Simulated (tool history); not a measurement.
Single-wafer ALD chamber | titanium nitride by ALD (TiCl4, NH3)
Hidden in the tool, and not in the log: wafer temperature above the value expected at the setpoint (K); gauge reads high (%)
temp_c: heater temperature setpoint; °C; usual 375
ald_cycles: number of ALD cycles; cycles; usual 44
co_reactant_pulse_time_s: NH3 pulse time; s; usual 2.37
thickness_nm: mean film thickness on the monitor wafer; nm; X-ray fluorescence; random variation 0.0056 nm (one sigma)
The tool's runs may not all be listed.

run      day  temp_c  ald_cycles  co_reactant_pulse_time_s  wafers since the last listed run  hours since the last thermocouple change  hours since the showerhead was replaced  hours since the gauge calibration  read-back reference wafer on the same gauge, thickness_nm  thickness_nm
  1        0     375          44                      2.06                                 0                                     235.5                                   4640.1                             2393.8                                                      0.903         0.919
  2    4.333     375          44                      2.06                               553                                     339.5                                   4744.1                             2497.8                                                        0.9         0.945
  3    6.625     375          44                      2.85                               292                                     394.5                                   4799.1                             2552.8                                                        0.9         0.956
  4    9.154     375          44                      2.37                               322                                     455.2                                   4859.8                             2613.5                                                      0.903         0.946
  5   13.129     375          44                      2.37                               507                                     550.6                                   4955.2                             2708.9                                                        0.9         0.944
  6   19.642     375          44                      2.37                               831                                     706.9                                   5111.5                             2865.2                                                      0.901         0.938
  7   23.783     375          44                      2.37                               528                                     806.3                                   5210.9                             2964.6                                                      0.905         0.939
  8     27.5     375          48                      2.37                               474                                     895.5                                   5300.1                             3053.8                                                      0.901         1.023
  9   31.288     375          48                      2.37                               483                                     986.4                                     5391                             3144.7                                                      0.903         1.033
 10   34.842     375          38                      2.37                               453                                    1071.7                                   5476.3                               3230                                                      0.903         0.824
      37.133  -- showerhead replaced
      38.288  -- gauge calibrated
 11     38.4     375          38                      2.37                               411                                    1157.1                                     30.4                                2.7                                                      0.902         0.817
 12   42.825     375          44                      2.37                               565                                    1263.3                                    136.6                              108.9                                                      0.903         0.941
 13     44.8     375          44                      2.37                               252                                    1310.7                                      184                              156.3                                                      0.903         0.943
 14   46.521     375          44                      2.37                               219                                      1352                                    225.3                              197.6                                                      0.901         0.942
 15   51.004     375          44                      2.37                               572                                    1459.6                                    332.9                              305.2                                                      0.898         0.934
 16   54.817     375          44                      2.37                               486                                    1551.1                                    424.4                              396.7                                                      0.903         0.935
 17   56.904     375          44                      2.37                               266                                    1601.2                                    474.5                              446.8                                                      0.902          0.94
 18   67.133     375          44                      2.37                              1306                                    1846.7                                      720                              692.3                                                      0.901         0.941
 19   70.342     375          44                      2.37                               409                                    1923.7                                      797                              769.3                                                      0.903         0.942
 20   73.792     389          40                      2.92                               440                                    2006.5                                    879.8                              852.1                                                      0.902         0.879
 21   78.179     389          37                      1.48                               560                                    2111.8                                    985.1                              957.4                                                      0.902         0.772
 22   80.504     363          40                      2.87                               296                                    2167.6                                   1040.9                             1013.2                                                      0.901         0.854
 23   82.342     380          52                      1.96                               234                                    2211.7                                     1085                             1057.3                                                      0.903         1.098
 24    86.35     365          36                      2.72                               511                                    2307.9                                   1181.2                             1153.5                                                      0.904         0.762
 25   89.488     384          36                      2.37                               400                                    2383.2                                   1256.5                             1228.8                                                      0.901         0.769
 26   91.421     375          44                      2.37                               246                                    2429.6                                   1302.9                             1275.2                                                      0.901         0.939
 27   94.862     363          40                      2.87                               439                                    2512.2                                   1385.5                             1357.8                                                      0.905         0.858
 28   97.525     363          52                      1.74                               340                                    2576.1                                   1449.4                             1421.7                                                        0.9         1.048
      98.412  -- thermocouple changed; heater temperature recalibrated
 29  100.733     382          38                      3.07                               367                                      55.7                                   1526.4                             1498.7                                                      0.902         0.833
 30  105.188     375          44                      2.72                               568                                     162.6                                   1633.3                             1605.6                                                      0.905         0.948
 31  106.929     375          52                      2.77                               222                                     204.4                                   1675.1                             1647.4                                                      0.901         1.119
 32  108.904     360          44                      3.03                               252                                     251.8                                   1722.5                             1694.8                                                      0.903         0.925
 33  110.854     375          50                      2.66                               249                                     298.6                                   1769.3                             1741.6                                                      0.903         1.075
 34  114.229     375          44                      2.37                               431                                     379.6                                   1850.3                             1822.6                                                      0.904         0.934
 35  116.158     375          44                      2.66                               246                                     425.9                                   1896.6                             1868.9                                                      0.902          0.94
 36   119.15     375          44                      2.37                               382                                     497.7                                   1968.4                             1940.7                                                      0.901         0.941
 37  121.162     362          41                       1.5                               257                                       546                                   2016.7                               1989                                                      0.902         0.827
 38  123.217     363          49                      1.67                               262                                     595.3                                     2066                             2038.3                                                      0.903         0.999

The tool's hidden state at each run:
wafer temperature above the value expected at the setpoint (K): 0 in every run
gauge reads high (%): 0 in every run
